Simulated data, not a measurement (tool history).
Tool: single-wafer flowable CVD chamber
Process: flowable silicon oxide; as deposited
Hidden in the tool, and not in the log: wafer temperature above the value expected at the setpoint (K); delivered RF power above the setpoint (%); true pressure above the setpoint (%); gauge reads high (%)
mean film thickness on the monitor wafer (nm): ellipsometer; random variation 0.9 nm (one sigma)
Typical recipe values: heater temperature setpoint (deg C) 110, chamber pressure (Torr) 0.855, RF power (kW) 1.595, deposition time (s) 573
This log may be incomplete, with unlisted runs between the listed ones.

run   hour  heater temperature setpoint (deg C)  chamber pressure (Torr)  RF power (kW)  deposition time (s)  wafers since the last listed run  hours since the last thermocouple change  hours since the last RF generator calibration  hours since the last manometer calibration  hours since the showerhead was replaced  hours since the gauge calibration  read-back reference wafer on the same gauge, thickness_nm  mean film thickness on the monitor wafer (nm)
  1    0.0                                  110                    0.717          1.595                  573                                 0                                    2231.3                                          728.6                                      1516.6                                   4347.6                              306.9                                                    274.781                                        185.816
  2   20.2                                  110                    0.717          1.595                  573                                91                                    2251.5                                          748.8                                      1536.8                                   4367.8                              327.1                                                    275.001                                        186.378
  3   55.3                                  110                    0.717          1.595                  573                               159                                    2286.6                                          783.9                                      1571.9                                   4402.9                              362.2                                                    275.189                                        185.829
  4   74.1                                  110                    0.747          1.775                  573                                85                                    2305.4                                          802.7                                      1590.7                                   4421.7                              381.0                                                    275.347                                        201.629
  5   98.5                                  110                    0.747          1.775                  573                               110                                    2329.8                                          827.1                                      1615.1                                   4446.1                              405.4                                                    275.153                                        201.021
  6  115.6                                  110                    0.747          1.775                  573                                77                                    2346.9                                          844.2                                      1632.2                                   4463.2                              422.5                                                    275.110                                        199.791
     116.0  -- gauge calibrated
     133.4  -- showerhead replaced, of another model than before
  7  133.9                                   99                    0.922          1.595                  573                                46                                    2365.2                                          862.5                                      1650.5                                      0.5                               17.9                                                    275.353                                        333.261
  8  168.5                                  110                    0.855          1.595                  605                               157                                    2399.8                                          897.1                                      1685.1                                     35.1                               52.5                                                    274.946                                        234.225
  9  184.7                                  110                    0.747          1.775                  573                                73                                    2416.0                                          913.3                                      1701.3                                     51.3                               68.7                                                    275.153                                        214.478
     197.4  -- RF generator calibrated
 10  218.5                                  117                    0.855          1.595                  573                               117                                    2449.8                                           21.1                                      1735.1                                     85.1                              102.5                                                    275.180                                        179.630
 11  252.1                                  103                    0.855          1.595                  573                               152                                    2483.4                                           54.7                                      1768.7                                    118.7                              136.1                                                    274.897                                        276.006
 12  264.2                                  110                    0.855          1.835                  667                                55                                    2495.5                                           66.8                                      1780.8                                    130.8                              148.2                                                    274.853                                        270.829
     276.9  -- thermocouple changed; heater temperature recalibrated
     291.5  -- capacitance manometer re-zeroed and calibrated
 13  292.0                                  124                    0.855          1.880                  617                                53                                      15.1                                           94.6                                         0.5                                    158.6                              176.0                                                    274.928                                        198.971
 14  325.9                                  110                    0.855          1.495                  573                               154                                      49.0                                          128.5                                        34.4                                    192.5                              209.9                                                    275.051                                        251.079
 15  358.1                                   99                    0.855          1.440                  573                               146                                      81.2                                          160.7                                        66.6                                    224.7                              242.1                                                    275.338                                        353.274
 16  384.1                                  110                    0.855          1.595                  573                               118                                     107.2                                          186.7                                        92.6                                    250.7                              268.1                                                    275.094                                        258.319

Consider 3 possible next runs. They are alternatives, not a sequence: every one starts from the tool as it was left by run 16. What does each give?
  A  384.7                                  110                    0.855          1.595                  481                                 2                                     107.8                                          187.3                                        93.2                                    251.3                              268.7                                                          ?                                              ?
  B  384.7                                  110                    0.855          1.815                  573                                 2                                     107.8                                          187.3                                        93.2                                    251.3                              268.7                                                          ?                                              ?
  C  384.7                                  102                    1.025          1.325                  488                                 2                                     107.8                                          187.3                                        93.2                                    251.3                              268.7                                                          ?                                              ?

run  read-back reference wafer on the same gauge, thickness_nm  mean film thickness on the monitor wafer (nm)
  A                                                    274.904                                        218.025
  B                                                    274.904                                        274.849
  C                                                    274.904                                        281.413
Without the tool's unlogged condition, the same runs would have read:
run  mean film thickness on the monitor wafer (nm)
  A                                        227.530
  B                                        286.831
  C                                        294.580
